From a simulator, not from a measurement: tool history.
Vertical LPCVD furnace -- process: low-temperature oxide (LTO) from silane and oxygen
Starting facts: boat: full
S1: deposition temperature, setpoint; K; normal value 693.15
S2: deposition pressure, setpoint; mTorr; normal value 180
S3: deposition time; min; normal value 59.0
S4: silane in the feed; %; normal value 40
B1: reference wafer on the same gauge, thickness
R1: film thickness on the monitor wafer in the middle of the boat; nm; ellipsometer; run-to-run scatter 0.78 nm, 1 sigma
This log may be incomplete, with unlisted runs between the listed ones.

{"run": 1, "hour": 0.0, "S1": 693.15, "S2": 180, "S3": 59.0, "S4": 40, "B1": 524.1, "R1": 548.98}
{"run": 2, "hour": 12.5, "S1": 693.15, "S2": 180, "S3": 59.0, "S4": 40, "B1": 523.82, "R1": 548.52}
{"run": 3, "hour": 21.8, "S1": 693.15, "S2": 180, "S3": 59.0, "S4": 40, "B1": 523.97, "R1": 550.19}
{"run": 4, "hour": 30.3, "S1": 693.15, "S2": 180, "S3": 42.5, "S4": 40, "B1": 524.05, "R1": 395.23}
{"run": 5, "hour": 44.9, "S1": 693.15, "S2": 180, "S3": 42.5, "S4": 40, "B1": 524.12, "R1": 396.46}
{"run": 6, "hour": 54.2, "S1": 693.15, "S2": 210, "S3": 59.0, "S4": 40, "B1": 523.89, "R1": 636.59}
{"run": 7, "hour": 61.4, "S1": 693.15, "S2": 210, "S3": 59.0, "S4": 40, "B1": 524.0, "R1": 637.69}
{"run": 8, "hour": 72.5, "S1": 693.15, "S2": 210, "S3": 59.0, "S4": 40, "B1": 524.12, "R1": 637.19}
{"run": 9, "hour": 86.7, "S1": 693.15, "S2": 180, "S3": 59.0, "S4": 40, "B1": 524.15, "R1": 550.71}
{"run": 10, "hour": 105.1, "S1": 693.15, "S2": 180, "S3": 59.0, "S4": 40, "B1": 524.2, "R1": 551.92}
{"hour": 134.3, "done": "gauge calibrated"}
{"hour": 134.8, "done": "silane flow controller replaced"}
{"hour": 146.9, "done": "pressure gauge zeroed"}
{"run": 11, "hour": 147.4, "S1": 693.15, "S2": 150, "S3": 59.0, "S4": 38, "B1": 524.05, "R1": 406.45}
{"run": 12, "hour": 151.8, "S1": 693.15, "S2": 150, "S3": 59.0, "S4": 38, "B1": 524.11, "R1": 406.74}
{"run": 13, "hour": 156.3, "S1": 693.15, "S2": 150, "S3": 59.0, "S4": 38, "B1": 524.09, "R1": 405.78}
{"run": 14, "hour": 160.7, "S1": 693.15, "S2": 180, "S3": 59.0, "S4": 40, "B1": 523.97, "R1": 517.46}
{"run": 15, "hour": 174.2, "S1": 693.15, "S2": 180, "S3": 59.0, "S4": 40, "B1": 524.1, "R1": 517.75}
{"run": 16, "hour": 184.5, "S1": 699.15, "S2": 155, "S3": 78.5, "S4": 40, "B1": 523.92, "R1": 630.21}
{"run": 17, "hour": 191.1, "S1": 686.15, "S2": 145, "S3": 51.0, "S4": 44, "B1": 524.03, "R1": 371.7}
{"run": 18, "hour": 200.8, "S1": 693.15, "S2": 180, "S3": 59.0, "S4": 40, "B1": 523.97, "R1": 517.73}
{"hour": 227.0, "done": "thermocouples replaced and temperature profile calibrated"}
{"run": 19, "hour": 227.5, "S1": 693.15, "S2": 195, "S3": 59.0, "S4": 40, "B1": 523.99, "R1": 560.55}
{"run": 20, "hour": 231.9, "S1": 693.15, "S2": 180, "S3": 65.0, "S4": 35, "B1": 524.1, "R1": 486.44}
{"run": 21, "hour": 241.5, "S1": 693.15, "S2": 180, "S3": 59.0, "S4": 40, "B1": 523.98, "R1": 518.68}
{"run": 22, "hour": 251.4, "S1": 703.15, "S2": 180, "S3": 59.0, "S4": 40, "B1": 524.05, "R1": 571.49}
{"run": 23, "hour": 265.2, "S1": 693.15, "S2": 180, "S3": 59.0, "S4": 40, "B1": 523.93, "R1": 517.65}
{"run": 24, "hour": 271.9, "S1": 703.15, "S2": 165, "S3": 59.0, "S4": 46, "B1": 524.05, "R1": 603.14}
{"run": 25, "hour": 283.5, "S1": 693.15, "S2": 180, "S3": 59.0, "S4": 40, "B1": 524.01, "R1": 517.62}
{"run": 26, "hour": 296.7, "S1": 687.15, "S2": 180, "S3": 59.0, "S4": 40, "B1": 524.07, "R1": 486.79}
{"run": 27, "hour": 314.7, "S1": 690.15, "S2": 165, "S3": 41.5, "S4": 37, "B1": 523.87, "R1": 295.75}
{"run": 28, "hour": 325.3, "S1": 699.15, "S2": 180, "S3": 36.5, "S4": 40, "B1": 523.94, "R1": 339.74}

For each run, the measured value with the value that run would have given without the tool's hidden condition subtracted. The run-to-run variation is shared by both, the gauge scatter possibly not:
Hidden state at play: true tube temperature minus thermocouple reading, K; true pressure minus gauge reading, mTorr; deviation of the silane flow from its setpoint, %; gauge reads high (%).
run=1 R1=+28.66
run=2 R1=+28.91
run=3 R1=+29.19
run=4 R1=+21.10
run=5 R1=+21.39
run=6 R1=+29.86
run=7 R1=+30.07
run=8 R1=+30.29
run=9 R1=+30.61
run=10 R1=+31.08
run=11 R1=-2.32
run=12 R1=-2.32
run=13 R1=-2.31
run=14 R1=-2.45
run=15 R1=-2.45
run=16 R1=-3.47
run=17 R1=-2.19
run=18 R1=-2.44
run=19 R1=-2.43
run=20 R1=-2.28
run=21 R1=-2.42
run=22 R1=-2.65
run=23 R1=-2.39
run=24 R1=-3.03
run=25 R1=-2.37
run=26 R1=-2.21
run=27 R1=-1.45
run=28 R1=-1.52

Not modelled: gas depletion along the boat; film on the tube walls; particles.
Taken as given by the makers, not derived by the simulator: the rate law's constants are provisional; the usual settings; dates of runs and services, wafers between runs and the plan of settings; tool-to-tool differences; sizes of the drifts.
